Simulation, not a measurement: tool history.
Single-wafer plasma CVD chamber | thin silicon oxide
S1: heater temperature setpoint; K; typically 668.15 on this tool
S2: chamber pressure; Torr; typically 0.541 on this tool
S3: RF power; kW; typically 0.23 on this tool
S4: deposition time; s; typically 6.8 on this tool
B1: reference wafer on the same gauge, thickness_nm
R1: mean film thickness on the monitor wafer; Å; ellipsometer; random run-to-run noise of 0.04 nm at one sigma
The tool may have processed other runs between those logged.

| run | hour | S1 | S2 | S3 | S4 | B1 | R1 |
|---|---|---|---|---|---|---|---|
| 1 | 0 | 668.15 | 0.541 | 0.23 | 6.07 | 6.776 | 68.98 |
| 2 | 56.5 | 668.15 | 0.541 | 0.23 | 6.07 | 6.768 | 68.86 |
| 3 | 102.4 | 668.15 | 0.541 | 0.23 | 6.8 | 6.769 | 77.25 |
| 4 | 130.1 | 668.15 | 0.541 | 0.23 | 6.8 | 6.769 | 76.64 |
| 5 | 172.6 | 668.15 | 0.541 | 0.23 | 6.8 | 6.768 | 76.43 |
| 6 | 223.1 | 668.15 | 0.541 | 0.24 | 6.8 | 6.762 | 79.12 |
| 7 | 330.5 | 668.15 | 0.541 | 0.24 | 6.8 | 6.775 | 78.96 |
| 8 | 357.4 | 668.15 | 0.541 | 0.24 | 6.8 | 6.776 | 77.98 |
| 9 | 403.6 | 668.15 | 0.541 | 0.23 | 6.8 | 6.759 | 77.28 |
| 10 | 457.3 | 668.15 | 0.462 | 0.23 | 6.8 | 6.764 | 65.4 |
| 11 | 497.6 | 655.15 | 0.541 | 0.23 | 7.84 | 6.767 | 88.41 |
|  | 508 | capacitance manometer re-zeroed and calibrated |
| 12 | 557.8 | 668.15 | 0.541 | 0.23 | 6.8 | 6.772 | 71.15 |
|  | 581.7 | gauge calibrated |
|  | 610.8 | showerhead replaced |
| 13 | 611.3 | 663.15 | 0.541 | 0.23 | 7.57 | 6.767 | 79.02 |
| 14 | 667.8 | 661.15 | 0.585 | 0.265 | 5.79 | 6.767 | 71.19 |
| 15 | 726.3 | 668.15 | 0.541 | 0.27 | 7.3 | 6.768 | 84.31 |
|  | 775.8 | thermocouple changed; heater temperature recalibrated |
| 16 | 786.1 | 668.15 | 0.541 | 0.27 | 5.95 | 6.768 | 68.36 |
| 17 | 826.5 | 668.15 | 0.541 | 0.26 | 8.1 | 6.768 | 91.97 |
| 18 | 866.7 | 678.15 | 0.568 | 0.23 | 6.8 | 6.773 | 75.33 |
| 19 | 934.1 | 668.15 | 0.541 | 0.23 | 7.86 | 6.763 | 83.53 |
| 20 | 972.4 | 664.15 | 0.46 | 0.255 | 6.18 | 6.783 | 59.58 |
| 21 | 1020.1 | 668.15 | 0.541 | 0.27 | 6.8 | 6.776 | 79.56 |
|  | 1084 | RF generator calibrated |
| 22 | 1090 | 663.15 | 0.541 | 0.23 | 6.8 | 6.769 | 74.34 |
| 23 | 1119.4 | 668.15 | 0.541 | 0.23 | 6.8 | 6.763 | 74.87 |
| 24 | 1147.7 | 680.15 | 0.406 | 0.2 | 6.8 | 6.78 | 50.82 |
| 25 | 1187.4 | 668.15 | 0.541 | 0.23 | 6.8 | 6.753 | 75.48 |
| 26 | 1294.3 | 668.15 | 0.541 | 0.23 | 6.8 | 6.778 | 74.58 |
| 27 | 1323.8 | 661.15 | 0.541 | 0.26 | 6.8 | 6.765 | 81.4 |
| 28 | 1391.2 | 677.15 | 0.541 | 0.23 | 6.8 | 6.778 | 74.97 |
| 29 | 1477.4 | 677.15 | 0.541 | 0.245 | 6.8 | 6.776 | 76.67 |
| 30 | 1543.3 | 668.15 | 0.541 | 0.23 | 6.8 | 6.785 | 75.27 |

Hidden state or all else? Some run-to-run changes of R1, split into what the settings, what came in and random variation would give without the hidden state, and what is left for the hidden state (with any gauge scatter that isn't in both results):
Hidden state present: wafer temperature above the value expected at the setpoint (K); delivered RF power above the setpoint (%); true pressure above the setpoint (%); gauge reads high (%).
Run 10 -> 11: S1 668.15 -> 655.15, S2 0.462 -> 0.541, S4 6.8 -> 7.84. R1 +23.01 Å: hidden state +1.26, all else +21.75.
Run 11 -> 12: S1 655.15 -> 668.15, S4 7.84 -> 6.8, capacitance manometer re-zeroed and calibrated. R1 -17.26 Å: hidden state -6.35, all else -10.91.
Run 19 -> 20: S1 668.15 -> 664.15, S2 0.541 -> 0.46, S3 0.23 -> 0.255, S4 7.86 -> 6.18. R1 -23.95 Å: hidden state +0.16, all else -24.11.
Run 21 -> 22: S1 668.15 -> 663.15, S3 0.27 -> 0.23, RF generator calibrated. R1 -5.22 Å: hidden state +2.29, all else -7.51.
Run 23 -> 24: S1 668.15 -> 680.15, S2 0.541 -> 0.406, S3 0.23 -> 0.2. R1 -24.05 Å: hidden state -0.69, all else -23.36.
Run 24 -> 25: S1 680.15 -> 668.15, S2 0.406 -> 0.541, S3 0.2 -> 0.23. R1 +24.66 Å: hidden state +0.79, all else +23.87.

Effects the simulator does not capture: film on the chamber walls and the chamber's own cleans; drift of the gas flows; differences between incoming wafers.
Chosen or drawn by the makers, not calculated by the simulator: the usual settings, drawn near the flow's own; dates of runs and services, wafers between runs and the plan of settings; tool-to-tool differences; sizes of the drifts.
